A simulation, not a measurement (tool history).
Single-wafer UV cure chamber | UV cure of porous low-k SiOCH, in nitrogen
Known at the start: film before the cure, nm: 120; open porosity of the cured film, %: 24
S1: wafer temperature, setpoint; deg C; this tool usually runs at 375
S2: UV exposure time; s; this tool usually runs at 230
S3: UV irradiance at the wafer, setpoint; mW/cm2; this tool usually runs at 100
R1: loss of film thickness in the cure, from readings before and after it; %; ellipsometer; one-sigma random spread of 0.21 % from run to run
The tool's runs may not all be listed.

run,hour,S1,S2,S3,R1
1,0,375,230,100,12.902
2,8.8,375,135,100,10.522
3,23.7,375,135,100,10.147
4,35.7,375,135,100,10.037
5,48.3,375,230,130,14.411
6,78.1,375,230,100,12.851
7,86.5,368,135,100,10.062
8,97,375,230,100,12.355
9,112.6,375,230,100,12.401
10,123.7,375,230,100,12.268
11,140.3,375,230,100,12.437
12,153,375,230,100,12.131
# hour 167.9: quartz window cleaned
13,168.4,375,230,100,13.431
14,172.3,375,230,100,13.871
15,183.6,375,230,100,13.504
16,201.6,370,230,100,13.417
17,216.7,370,230,100,13.179
18,231.8,370,230,100,13.824
19,242.4,375,230,100,13.573
# hour 258.7: UV bulbs replaced
20,259.2,375,155,100,11.37
21,262.7,375,230,100,13.836
22,273.3,391,230,84,13.145
23,285.2,375,230,100,14.008
24,308.1,388,270,85,13.897
25,324.5,356,100,124,10.141
26,340.6,392,230,118,14.858
27,352.5,375,270,100,14.56
28,358.6,375,230,66,11.662
29,374,355,300,100,14.689
30,381.9,390,130,139,12.615
31,390.8,375,305,100,15.042
32,398.9,357,230,78,12.131
33,408.2,375,230,100,13.71
34,421.9,390,190,132,13.915
35,437.5,375,230,100,13.154
36,446.7,360,230,82,12.306
37,458.9,375,230,100,13.701
38,468.3,367,105,125,10.659

Consider 3 possible next runs. They are alternatives, not a sequence: every one starts from the tool as it was left by run 38. What does each give?
A,468.8,375,330,100,?
B,468.8,389,325,100,?
C,468.8,360,90,113,?

run,R1
A,15.116
B,15.331
C,9.073
What these runs would have given with no unlogged condition in the tool:
run,R1
A,15.504
B,15.72
C,9.418

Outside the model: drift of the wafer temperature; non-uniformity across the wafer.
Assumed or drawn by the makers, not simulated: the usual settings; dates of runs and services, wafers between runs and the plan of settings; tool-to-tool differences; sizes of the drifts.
